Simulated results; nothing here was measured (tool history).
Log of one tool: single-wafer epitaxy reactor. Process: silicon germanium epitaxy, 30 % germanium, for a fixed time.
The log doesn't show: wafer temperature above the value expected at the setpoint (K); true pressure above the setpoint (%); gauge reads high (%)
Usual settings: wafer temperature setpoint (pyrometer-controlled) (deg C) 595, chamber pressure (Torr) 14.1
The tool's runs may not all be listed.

| run | day | wafer temperature setpoint (pyrometer-controlled) (deg C) | chamber pressure (Torr) | wafers since the last listed run | hours since the last pyrometer calibration | hours since the last manometer calibration | hours since the showerhead was replaced | hours since the gauge calibration | read-back reference wafer on the same gauge, thickness_nm | mean film thickness on the monitor wafer (angstrom) |
|---|---|---|---|---|---|---|---|---|---|---|
| 1 | 0.000 | 595 | 14.1 | 0 | 1099.6 | 1635.0 | 5797.4 | 809.2 | 49.895 | 462.98 |
| 2 | 0.996 | 595 | 14.1 | 448 | 1123.5 | 1658.9 | 5821.3 | 833.1 | 49.888 | 464.28 |
| 3 | 1.725 | 595 | 14.1 | 328 | 1141.0 | 1676.4 | 5838.8 | 850.6 | 49.913 | 463.38 |
| 4 | 2.379 | 595 | 14.1 | 294 | 1156.7 | 1692.1 | 5854.5 | 866.3 | 49.909 | 465.94 |
| 5 | 2.962 | 604 | 11.7 | 262 | 1170.7 | 1706.1 | 5868.5 | 880.3 | 49.900 | 511.61 |
| 6 | 3.633 | 604 | 11.7 | 302 | 1186.8 | 1722.2 | 5884.6 | 896.4 | 49.899 | 511.12 |
| 7 | 4.596 | 604 | 11.7 | 433 | 1209.9 | 1745.3 | 5907.7 | 919.5 | 49.902 | 512.01 |
| 8 | 5.650 | 595 | 14.1 | 475 | 1235.2 | 1770.6 | 5933.0 | 944.8 | 49.912 | 465.15 |
| 9 | 6.362 | 595 | 14.1 | 321 | 1252.3 | 1787.7 | 5950.1 | 961.9 | 49.897 | 465.37 |
| 10 | 7.275 | 595 | 14.1 | 411 | 1274.2 | 1809.6 | 5972.0 | 983.8 | 49.897 | 466.22 |
|  | 8.112 | showerhead replaced |
| 11 | 8.133 | 595 | 14.1 | 236 | 1294.8 | 1830.2 | 0.5 | 1004.4 | 49.917 | 463.52 |
|  | 8.321 | gauge calibrated |
| 12 | 8.788 | 595 | 14.1 | 294 | 1310.5 | 1845.9 | 16.2 | 11.2 | 49.896 | 465.41 |
| 13 | 10.058 | 595 | 14.1 | 572 | 1341.0 | 1876.4 | 46.7 | 41.7 | 49.889 | 466.41 |
| 14 | 11.096 | 606 | 14.9 | 467 | 1365.9 | 1901.3 | 71.6 | 66.6 | 49.908 | 565.01 |
| 15 | 12.571 | 606 | 14.9 | 664 | 1401.3 | 1936.7 | 107.0 | 102.0 | 49.896 | 564.79 |
| 16 | 13.342 | 582 | 16.1 | 347 | 1419.8 | 1955.2 | 125.5 | 120.5 | 49.894 | 389.85 |
| 17 | 15.858 | 608 | 14.1 | 1134 | 1480.2 | 2015.6 | 185.9 | 180.9 | 49.901 | 576.09 |
| 18 | 17.267 | 601 | 12.1 | 634 | 1514.0 | 2049.4 | 219.7 | 214.7 | 49.899 | 495.03 |
| 19 | 18.225 | 605 | 15.7 | 431 | 1537.0 | 2072.4 | 242.7 | 237.7 | 49.915 | 564.62 |
| 20 | 19.008 | 607 | 11.0 | 352 | 1555.8 | 2091.2 | 261.5 | 256.5 | 49.916 | 532.29 |
|  | 19.488 | pyrometer calibrated |
| 21 | 19.946 | 595 | 17.1 | 272 | 11.0 | 2113.7 | 284.0 | 279.0 | 49.915 | 485.07 |
| 22 | 21.283 | 583 | 17.4 | 602 | 43.1 | 2145.8 | 316.1 | 311.1 | 49.896 | 399.82 |
| 23 | 21.971 | 595 | 11.4 | 309 | 59.6 | 2162.3 | 332.6 | 327.6 | 49.898 | 435.04 |
| 24 | 22.942 | 590 | 12.3 | 437 | 82.9 | 2185.6 | 355.9 | 350.9 | 49.889 | 407.83 |
| 25 | 24.304 | 586 | 11.8 | 613 | 115.6 | 2218.3 | 388.6 | 383.6 | 49.899 | 380.40 |
| 26 | 25.254 | 595 | 14.1 | 428 | 138.4 | 2241.1 | 411.4 | 406.4 | 49.902 | 459.96 |
| 27 | 26.233 | 603 | 16.4 | 441 | 161.9 | 2264.6 | 434.9 | 429.9 | 49.892 | 547.01 |
| 28 | 27.629 | 606 | 14.9 | 628 | 195.4 | 2298.1 | 468.4 | 463.4 | 49.893 | 557.64 |
| 29 | 28.292 | 585 | 14.1 | 298 | 211.3 | 2314.0 | 484.3 | 479.3 | 49.894 | 392.37 |
| 30 | 31.033 | 595 | 11.9 | 1235 | 277.1 | 2379.8 | 550.1 | 545.1 | 49.908 | 440.08 |
|  | 31.392 | capacitance manometer re-zeroed and calibrated |
| 31 | 33.492 | 595 | 14.1 | 957 | 336.1 | 50.4 | 609.1 | 604.1 | 49.893 | 453.88 |
| 32 | 34.475 | 604 | 14.1 | 443 | 359.7 | 74.0 | 632.7 | 627.7 | 49.900 | 524.30 |
| 33 | 37.354 | 595 | 15.1 | 1297 | 428.8 | 143.1 | 701.8 | 696.8 | 49.909 | 460.89 |
| 34 | 38.746 | 583 | 16.6 | 627 | 462.2 | 176.5 | 735.2 | 730.2 | 49.900 | 389.07 |
| 35 | 39.729 | 589 | 14.1 | 443 | 485.8 | 200.1 | 758.8 | 753.8 | 49.894 | 412.11 |
| 36 | 40.975 | 595 | 14.1 | 561 | 515.7 | 230.0 | 788.7 | 783.7 | 49.902 | 452.17 |

What the log doesn't show, run by run:
gauge reads high (%): 0 in every run
H1: wafer temperature above the value expected at the setpoint (K)
H2: true pressure above the setpoint (%)
| run | H1 | H2 |
|---|---|---|
| 1 | 0.508 | 6.5 |
| 2 | 0.528 | 6.53 |
| 3 | 0.542 | 6.56 |
| 4 | 0.555 | 6.58 |
| 5 | 0.567 | 6.6 |
| 6 | 0.581 | 6.62 |
| 7 | 0.601 | 6.66 |
| 8 | 0.623 | 6.69 |
| 9 | 0.638 | 6.71 |
| 10 | 0.658 | 6.74 |
| 11 | 0.678 | 6.77 |
| 12 | 0.692 | 6.79 |
| 13 | 0.722 | 6.82 |
| 14 | 0.746 | 6.85 |
| 15 | 0.782 | 6.89 |
| 16 | 0.801 | 6.91 |
| 17 | 0.864 | 6.97 |
| 18 | 0.901 | 7.01 |
| 19 | 0.926 | 7.03 |
| 20 | 0.947 | 7.05 |
| 21 | -0.0673 | 7.07 |
| 22 | -0.0667 | 7.1 |
| 23 | -0.0661 | 7.11 |
| 24 | -0.0649 | 7.13 |
| 25 | -0.0625 | 7.16 |
| 26 | -0.0604 | 7.18 |
| 27 | -0.0579 | 7.19 |
| 28 | -0.0535 | 7.22 |
| 29 | -0.0512 | 7.23 |
| 30 | -0.0395 | 7.28 |
| 31 | -0.0264 | -0.0247 |
| 32 | -0.0205 | 0.179 |
| 33 | -0.000748 | 0.747 |
| 34 | 0.01 | 1.01 |
| 35 | 0.0181 | 1.18 |
| 36 | 0.029 | 1.4 |

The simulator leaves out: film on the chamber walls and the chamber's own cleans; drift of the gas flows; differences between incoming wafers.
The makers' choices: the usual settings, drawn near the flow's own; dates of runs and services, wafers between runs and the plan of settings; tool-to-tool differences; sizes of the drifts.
